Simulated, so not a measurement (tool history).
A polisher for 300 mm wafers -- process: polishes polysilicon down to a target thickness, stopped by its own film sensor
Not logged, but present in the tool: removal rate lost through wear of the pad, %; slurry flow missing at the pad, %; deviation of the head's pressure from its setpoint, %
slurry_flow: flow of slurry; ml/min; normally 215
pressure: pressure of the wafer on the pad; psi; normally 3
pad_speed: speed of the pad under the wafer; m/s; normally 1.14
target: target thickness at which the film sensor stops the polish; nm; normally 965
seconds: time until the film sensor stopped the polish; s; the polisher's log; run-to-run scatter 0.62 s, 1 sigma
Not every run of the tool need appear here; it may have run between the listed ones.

| run | hour | slurry_flow | pressure | pad_speed | target | wafers since the last listed run | wafers polished on this pad | hours since the slurry nozzle was cleaned | hours since the head pressure was calibrated | incoming thickness of the incoming film, nm | seconds |
|---|---|---|---|---|---|---|---|---|---|---|---|
| 1 | 0 | 215 | 3 | 1.14 | 965 | 0 | 929 | 539.7 | 739.9 | 1615.4 | 54.7 |
| 2 | 11.2 | 215 | 3 | 0.96 | 965 | 114 | 1044 | 550.9 | 751.1 | 1626.4 | 64.3 |
| 3 | 22.6 | 215 | 3 | 0.96 | 965 | 116 | 1161 | 562.3 | 762.5 | 1639.6 | 67.2 |
| 4 | 32.8 | 215 | 3 | 0.96 | 965 | 104 | 1266 | 572.5 | 772.7 | 1606.6 | 64.9 |
|  | 37.7 | worn pad replaced by a new one |
| 5 | 45.1 | 215 | 3 | 1.14 | 1061 | 85 | 75 | 584.8 | 785 | 1645.1 | 44.3 |
| 6 | 61 | 215 | 3 | 1.14 | 965 | 162 | 238 | 600.7 | 800.9 | 1646.1 | 53.4 |
| 7 | 77.4 | 215 | 3 | 1.14 | 965 | 168 | 406 | 617.1 | 817.3 | 1621.5 | 52.4 |
| 8 | 93.5 | 215 | 3 | 1.14 | 965 | 164 | 571 | 633.2 | 833.4 | 1636 | 52.9 |
| 9 | 108.6 | 215 | 3 | 0.9 | 965 | 154 | 726 | 648.3 | 848.5 | 1657 | 67.2 |
| 10 | 126.6 | 215 | 3 | 1.14 | 965 | 184 | 911 | 666.3 | 866.5 | 1643.9 | 54.6 |
| 11 | 141 | 215 | 3 | 1.14 | 965 | 147 | 1058 | 680.7 | 880.9 | 1654 | 58.7 |
|  | 159.2 | worn pad replaced by a new one, of another model than before |
| 12 | 192.2 | 250 | 3 | 1.14 | 965 | 483 | 338 | 731.9 | 932.1 | 1611.1 | 49.9 |
|  | 202.4 | head pressure recalibrated |
| 13 | 202.9 | 270 | 3 | 1.14 | 1079 | 89 | 427 | 742.6 | 0.5 | 1652.4 | 45.1 |
| 14 | 215.1 | 215 | 3.7 | 1.48 | 1118 | 125 | 552 | 754.8 | 12.7 | 1662 | 31.7 |
| 15 | 225.9 | 215 | 3 | 0.96 | 965 | 110 | 663 | 765.6 | 23.5 | 1636.3 | 60.1 |
| 16 | 242.8 | 155 | 3 | 1.3 | 876 | 173 | 836 | 782.5 | 40.4 | 1647.7 | 60 |
| 17 | 257.2 | 215 | 3.7 | 1.48 | 1118 | 147 | 983 | 796.9 | 54.8 | 1620 | 30.7 |
|  | 286.2 | slurry nozzle cleaned |
| 18 | 296.9 | 265 | 3.5 | 0.8 | 753 | 396 | 1380 | 10.7 | 94.5 | 1621 | 85.7 |
|  | 311.5 | worn pad replaced by a new one |
| 19 | 312 | 215 | 3 | 1.14 | 965 | 113 | 5 | 25.8 | 109.6 | 1615.3 | 50 |
| 20 | 322.6 | 215 | 3 | 1.14 | 965 | 108 | 114 | 36.4 | 120.2 | 1635.4 | 53.2 |
| 21 | 339.1 | 250 | 2.6 | 0.86 | 965 | 169 | 283 | 52.9 | 136.7 | 1632.7 | 67.4 |
| 22 | 351.1 | 215 | 3 | 1.14 | 1061 | 122 | 406 | 64.9 | 148.7 | 1651.5 | 47 |
| 23 | 365.9 | 145 | 2.1 | 1.02 | 1153 | 151 | 557 | 79.7 | 163.5 | 1633.7 | 53 |

Pick out some run-to-run changes in seconds. Of each, how much would a tool without hidden state show as well, from the settings, what came in and chance, and how much is left for the hidden state and any gauge scatter not in both results compared?
Run 17 -> 18: slurry_flow 215 -> 265, pressure 3.7 -> 3.5, pad_speed 1.48 -> 0.8, target 1118 -> 753, slurry nozzle cleaned. seconds +55 s: hidden state +9, all else +46.
Run 18 -> 19: slurry_flow 265 -> 215, pressure 3.5 -> 3, pad_speed 0.8 -> 1.14, target 753 -> 965, worn pad replaced by a new one. seconds -35.7 s: hidden state -10.8, all else -24.9.
